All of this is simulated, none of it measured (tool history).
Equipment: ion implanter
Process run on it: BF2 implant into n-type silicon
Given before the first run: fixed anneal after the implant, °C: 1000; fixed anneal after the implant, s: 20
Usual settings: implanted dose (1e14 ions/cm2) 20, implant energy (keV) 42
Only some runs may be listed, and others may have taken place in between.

run	day	implanted dose (1e14 ions/cm2)	implant energy (keV)	wafers since the last listed run	hours since the last dose calibration	hours since the extraction supply was calibrated	hours since the gauge calibration	read-back reference wafer on the same gauge, sheet resistance	sheet resistance of the implanted and annealed layer (ohm/square)
1	0	20	53	0	998.4	1303.9	882.6	121	105.17
2	2.433	20	42	2050	1056.8	1362.3	941	121.06	119.35
3	5.429	20	42	2524	1128.7	1434.2	1012.9	121.03	119.1
4	6.85	20	42	1197	1162.8	1468.3	1047	121.04	119.55
5	8.45	20	42	1348	1201.2	1506.7	1085.4	121.01	118.87
6	11.112	24.29	50.5	2243	1265.1	1570.6	1149.3	121.01	105.98
7	12.475	24.29	50.5	1148	1297.8	1603.3	1182	120.99	105.81
8	16.642	15.89	51.5	3510	1397.8	1703.3	1282	120.96	111.3
9	19.404	15.89	51.5	2327	1464.1	1769.6	1348.3	121.02	111.44
10	21.183	15.89	51.5	1499	1506.8	1812.3	1391	121.03	112.45
11	22.317	20	42	954	1534	1839.5	1418.2	121.01	119.39
12	25.138	20	42	2376	1601.7	1907.2	1485.9	120.97	119.09
13	26.888	20	42	1474	1643.7	1949.2	1527.9	120.99	119.41
14	29.604	21.61	42	2289	1708.9	2014.4	1593.1	120.96	118.21
15	38.571	26	51	7555	1924.1	2229.6	1808.3	120.99	104.72
# day 39.946: gauge calibrated
16	41.112	17.8	42	2141	1985.1	2290.6	28	120.95	121.61
17	43.733	17.46	53	2208	2048	2353.5	90.9	121.01	107.93
18	44.971	20	42	1042	2077.7	2383.2	120.6	121.01	119.27
19	47.504	20	42	2134	2138.5	2444	181.4	121.02	119.26
20	48.825	22.8	54	1112	2170.2	2475.7	213.1	120.99	101.97
21	50.825	20	42	1685	2218.2	2523.7	261.1	121	119.73
22	52.892	23.64	29	1741	2267.8	2573.3	310.7	120.95	143.44
23	54.871	25.69	53	1667	2315.3	2620.8	358.2	120.96	102.07
24	56.125	20	33.5	1056	2345.4	2650.9	388.3	121	134.44
# day 58.383: Faraday cup replaced and dose calibrated
25	58.75	15.27	29	1931	8.8	2713.9	451.3	121	150.4
26	60.129	25.78	46	1162	41.9	2747	484.4	121	111.23
# day 60.742: extraction supply calibrated
27	61.533	16.97	33.5	902	75.6	19	518.1	120.99	136.84
28	63.5	16.1	35.5	1657	122.8	66.2	565.3	120.98	135.17
29	65.196	14.42	31.5	1428	163.5	106.9	606	120.99	144.79
30	66.7	20	42	1267	199.6	143	642.1	120.98	119.3
31	69.5	16.97	33.5	2359	266.8	210.2	709.3	121.01	137.07
32	71.033	25.42	42	1292	303.6	247	746.1	121.06	117.16
33	73.35	16.55	42	1952	359.2	302.6	801.7	121.05	122.97
34	75.604	17.68	38	1899	413.3	356.7	855.8	121.01	127.93
35	77.429	20	42	1537	457.1	400.5	899.6	120.92	119.55
36	79.225	20	42	1513	500.2	443.6	942.7	121.04	120.13
37	80.6	20	42	1158	533.2	476.6	975.7	121.01	119.84
38	85.379	24.14	46.5	4027	647.9	591.3	1090.4	120.98	111

What differs in the tool's unlogged condition from the final listed run ahead of each entry between runs to the first listed run following it?
From run 15 to run 16: gauge calibrated (day 39.946)
  no difference in the tool's unlogged condition between these two runs
From run 24 to run 25: Faraday cup replaced and dose calibrated (day 58.383)
  no difference in the tool's unlogged condition between these two runs
From run 26 to run 27: extraction supply calibrated (day 60.742)
  no difference in the tool's unlogged condition between these two runs
